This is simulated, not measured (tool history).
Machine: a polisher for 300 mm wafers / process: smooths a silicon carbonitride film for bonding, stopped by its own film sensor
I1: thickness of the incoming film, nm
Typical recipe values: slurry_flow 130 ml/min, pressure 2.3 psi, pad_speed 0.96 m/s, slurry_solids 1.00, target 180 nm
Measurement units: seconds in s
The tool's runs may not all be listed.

{"run": 1, "day": 0.0, "slurry_flow": 130, "pressure": 2.3, "pad_speed": 0.96, "slurry_solids": 1.0, "target": 180, "I1": 212.8, "seconds": 124.9}
{"day": 1.871, "done": "slurry nozzle cleaned"}
{"day": 2.529, "done": "head pressure recalibrated"}
{"run": 2, "day": 2.692, "slurry_flow": 130, "pressure": 2.3, "pad_speed": 0.96, "slurry_solids": 1.0, "target": 180, "I1": 209.0, "seconds": 118.4}
{"run": 3, "day": 5.246, "slurry_flow": 130, "pressure": 1.7, "pad_speed": 0.96, "slurry_solids": 1.0, "target": 180, "I1": 212.2, "seconds": 185.0}
{"day": 6.279, "done": "slurry blender recalibrated"}
{"day": 7.871, "done": "worn pad replaced by a new one"}
{"run": 4, "day": 8.017, "slurry_flow": 130, "pressure": 1.7, "pad_speed": 0.96, "slurry_solids": 1.0, "target": 180, "I1": 211.2, "seconds": 153.0}
{"run": 5, "day": 9.321, "slurry_flow": 130, "pressure": 1.7, "pad_speed": 0.96, "slurry_solids": 1.0, "target": 180, "I1": 206.0, "seconds": 135.2}
{"run": 6, "day": 12.221, "slurry_flow": 145, "pressure": 2.3, "pad_speed": 0.96, "slurry_solids": 1.0, "target": 180, "I1": 211.2, "seconds": 128.8}
{"run": 7, "day": 13.383, "slurry_flow": 160, "pressure": 2.3, "pad_speed": 0.96, "slurry_solids": 1.0, "target": 180, "I1": 210.7, "seconds": 121.6}
{"run": 8, "day": 14.492, "slurry_flow": 110, "pressure": 1.5, "pad_speed": 0.96, "slurry_solids": 1.0, "target": 172, "I1": 210.9, "seconds": 259.8}
{"day": 15.717, "done": "slurry nozzle cleaned"}
{"run": 9, "day": 17.379, "slurry_flow": 160, "pressure": 2.3, "pad_speed": 1.22, "slurry_solids": 0.9, "target": 187, "I1": 214.3, "seconds": 109.0}
{"day": 17.554, "done": "worn pad replaced by a new one"}
{"run": 10, "day": 18.454, "slurry_flow": 130, "pressure": 1.8, "pad_speed": 1.2, "slurry_solids": 1.0, "target": 170, "I1": 212.2, "seconds": 212.4}
{"run": 11, "day": 20.775, "slurry_flow": 130, "pressure": 2.3, "pad_speed": 0.96, "slurry_solids": 1.0, "target": 180, "I1": 210.0, "seconds": 154.1}
{"day": 20.988, "done": "slurry blender recalibrated"}
{"run": 12, "day": 22.271, "slurry_flow": 130, "pressure": 2.3, "pad_speed": 0.96, "slurry_solids": 1.0, "target": 180, "I1": 213.8, "seconds": 119.8}
{"run": 13, "day": 23.612, "slurry_flow": 90, "pressure": 2.8, "pad_speed": 1.3, "slurry_solids": 1.0, "target": 180, "I1": 209.4, "seconds": 75.0}
{"day": 24.029, "done": "head pressure recalibrated"}
{"day": 27.304, "done": "slurry nozzle cleaned"}
{"day": 28.05, "done": "worn pad replaced by a new one"}
{"run": 14, "day": 30.854, "slurry_flow": 85, "pressure": 2.7, "pad_speed": 0.96, "slurry_solids": 1.0, "target": 174, "I1": 206.6, "seconds": 125.9}

Consider 5 possible next runs. They are alternatives, not a sequence: every one starts from the tool as it was left by run 14. What does each give?
{"run": "A", "day": 30.875, "slurry_flow": 130, "pressure": 2.3, "pad_speed": 0.96, "slurry_solids": 1.2, "target": 180, "I1": 206.7, "seconds": "?"}
{"run": "B", "day": 30.875, "slurry_flow": 130, "pressure": 2.3, "pad_speed": 1.14, "slurry_solids": 1.25, "target": 180, "I1": 206.7, "seconds": "?"}
{"run": "C", "day": 30.875, "slurry_flow": 130, "pressure": 2.3, "pad_speed": 0.68, "slurry_solids": 0.9, "target": 180, "I1": 206.7, "seconds": "?"}
{"run": "D", "day": 30.875, "slurry_flow": 150, "pressure": 3.0, "pad_speed": 0.96, "slurry_solids": 1.15, "target": 180, "I1": 206.7, "seconds": "?"}
{"run": "E", "day": 30.875, "slurry_flow": 130, "pressure": 2.3, "pad_speed": 0.96, "slurry_solids": 0.85, "target": 175, "I1": 206.7, "seconds": "?"}

run=A seconds=104.1
run=B seconds=88.5
run=C seconds=167.6
run=D seconds=80.3
run=E seconds=158.1
Stripped of hidden state, with their random variation kept, the same runs would have yielded:
run=A seconds=88.0
run=B seconds=75.2
run=C seconds=136.9
run=D seconds=67.5
run=E seconds=128.2
